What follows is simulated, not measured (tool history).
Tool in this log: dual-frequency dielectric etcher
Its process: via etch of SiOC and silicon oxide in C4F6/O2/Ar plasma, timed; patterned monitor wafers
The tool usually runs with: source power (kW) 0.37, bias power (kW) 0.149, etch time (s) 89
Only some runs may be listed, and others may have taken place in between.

| run | hour | source power (kW) | bias power (kW) | etch time (s) | read-back reference wafer on the same gauge, depth_nm | mean etch depth across the wafer (Å) |
|---|---|---|---|---|---|---|
| 1 | 0 | 0.37 | 0.139 | 89 | 101.5 | 846 |
| 2 | 13.5 | 0.37 | 0.149 | 104 | 101.5 | 1021 |
| 3 | 45.5 | 0.37 | 0.149 | 104 | 101.4 | 1017 |
| 4 | 72.2 | 0.37 | 0.149 | 89 | 101.5 | 874 |
| 5 | 84.9 | 0.37 | 0.149 | 89 | 101.6 | 869 |
| 6 | 105.3 | 0.37 | 0.149 | 89 | 101.6 | 869 |
| 7 | 138.4 | 0.37 | 0.149 | 89 | 101.5 | 871 |
| 8 | 169.1 | 0.37 | 0.149 | 89 | 101.5 | 869 |
|  | 210.7 | wet clean of the chamber |
| 9 | 211.2 | 0.4 | 0.149 | 89 | 101.5 | 895 |
| 10 | 211.6 | 0.4 | 0.149 | 89 | 101.5 | 895 |
| 11 | 226.7 | 0.4 | 0.149 | 89 | 101.6 | 893 |
| 12 | 261.1 | 0.37 | 0.176 | 109.5 | 101.5 | 1144 |
|  | 262.6 | gauge calibrated |
| 13 | 274.3 | 0.41 | 0.12 | 89 | 101.5 | 822 |

Run 14 is up next; what results do you expect?
| 14 | 295.3 | 0.43 | 0.149 | 69 | ? | ? |

read-back reference wafer on the same gauge, depth_nm: 101.5
mean etch depth across the wafer (Å): 710
With no hidden state in the tool, this same run would have given mean etch depth across the wafer (Å) 734.

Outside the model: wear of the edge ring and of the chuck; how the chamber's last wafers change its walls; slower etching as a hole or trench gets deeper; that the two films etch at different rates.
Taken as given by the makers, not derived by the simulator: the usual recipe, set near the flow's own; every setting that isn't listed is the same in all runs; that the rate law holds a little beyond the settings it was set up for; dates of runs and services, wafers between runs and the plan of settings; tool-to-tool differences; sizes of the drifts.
